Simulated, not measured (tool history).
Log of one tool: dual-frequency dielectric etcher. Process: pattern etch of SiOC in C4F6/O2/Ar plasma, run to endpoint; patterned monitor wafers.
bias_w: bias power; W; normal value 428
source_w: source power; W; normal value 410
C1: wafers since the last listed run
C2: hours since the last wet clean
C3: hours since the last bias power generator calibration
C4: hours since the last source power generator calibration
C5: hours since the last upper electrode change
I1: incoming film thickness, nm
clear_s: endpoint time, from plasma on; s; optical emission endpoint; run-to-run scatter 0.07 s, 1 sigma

Run 1, day 0.000: usual settings; C1 0; C2 130.0; C3 3419.0; C4 1661.2; C5 4453.5; I1 29.45. Result: clear_s 10.6 s.
Run 2, day 2.662: usual settings; C1 658; C2 193.9; C3 3482.9; C4 1725.1; C5 4517.4; I1 29.57. Result: clear_s 10.5 s.
Run 3, day 5.017: usual settings; C1 581; C2 250.4; C3 3539.4; C4 1781.6; C5 4573.9; I1 29.55. Result: clear_s 10.4 s.
At day 8.158: wet clean of the chamber.
Run 4, day 12.979: usual settings; C1 1720; C2 115.7; C3 3730.5; C4 1972.7; C5 4765.0; I1 29.72. Result: clear_s 10.7 s.
At day 15.629: source power generator calibrated.
Run 5, day 16.629: usual settings; C1 860; C2 203.3; C3 3818.1; C4 24.0; C5 4852.6; I1 29.54. Result: clear_s 10.4 s.
Run 6, day 19.138: usual settings but bias_w 481 W, source_w 490 W; C1 619; C2 263.5; C3 3878.3; C4 84.2; C5 4912.8; I1 29.47. Result: clear_s 9.4 s.
Run 7, day 20.696: usual settings but bias_w 481 W, source_w 490 W; C1 385; C2 300.9; C3 3915.7; C4 121.6; C5 4950.2; I1 29.54. Result: clear_s 9.5 s.
At day 21.383: bias power generator calibrated.
Run 8, day 22.217: usual settings but bias_w 329 W, source_w 370 W; C1 334; C2 337.4; C3 20.0; C4 158.1; C5 4986.7; I1 29.47. Result: clear_s 11.5 s.
At day 24.117: wet clean of the chamber.
Run 9, day 24.138: usual settings but bias_w 514 W, source_w 460 W; C1 227; C2 0.5; C3 66.1; C4 204.2; C5 5032.8; I1 29.49. Result: clear_s 9.8 s.
At day 26.833: upper electrode replaced.
Run 10, day 26.854: usual settings but source_w 490 W; C1 424; C2 65.7; C3 131.3; C4 269.4; C5 0.5; I1 29.43. Result: clear_s 10.1 s.
Run 11, day 29.629: usual settings; C1 685; C2 132.3; C3 197.9; C4 336.0; C5 67.1; I1 29.53. Result: clear_s 10.7 s.
Run 12, day 33.404: usual settings; C1 932; C2 222.9; C3 288.5; C4 426.6; C5 157.7; I1 29.53. Result: clear_s 10.6 s.
Run 13, day 37.021: usual settings but bias_w 489 W, source_w 320 W; C1 893; C2 309.7; C3 375.3; C4 513.4; C5 244.5; I1 29.54. Result: clear_s 10.9 s.
At day 38.338: wet clean of the chamber.
Run 14, day 40.100: usual settings but bias_w 479 W, source_w 340 W; C1 513; C2 42.3; C3 449.2; C4 587.3; C5 318.4; I1 29.71. Result: clear_s 11.4 s.

Predict each of these 4 candidate next runs independently; none follows another, all start after run 14:
Run A, day 40.117: usual settings; C1 4; C2 42.7; C3 449.6; C4 587.7; C5 318.8; I1 29.66. Result: clear_s ?.
Run B, day 40.117: usual settings but bias_w 387 W, source_w 360 W; C1 4; C2 42.7; C3 449.6; C4 587.7; C5 318.8; I1 29.66. Result: clear_s ?.
Run C, day 40.117: usual settings but bias_w 531 W, source_w 500 W; C1 4; C2 42.7; C3 449.6; C4 587.7; C5 318.8; I1 29.66. Result: clear_s ?.
Run D, day 40.117: usual settings but bias_w 512 W, source_w 470 W; C1 4; C2 42.7; C3 449.6; C4 587.7; C5 318.8; I1 29.66. Result: clear_s ?.

run  clear_s
  A     10.9
  B     11.7
  C      9.5
  D      9.8
What these runs would have given with no unlogged condition in the tool:
run  clear_s
  A     10.9
  B     11.8
  C      9.5
  D      9.9
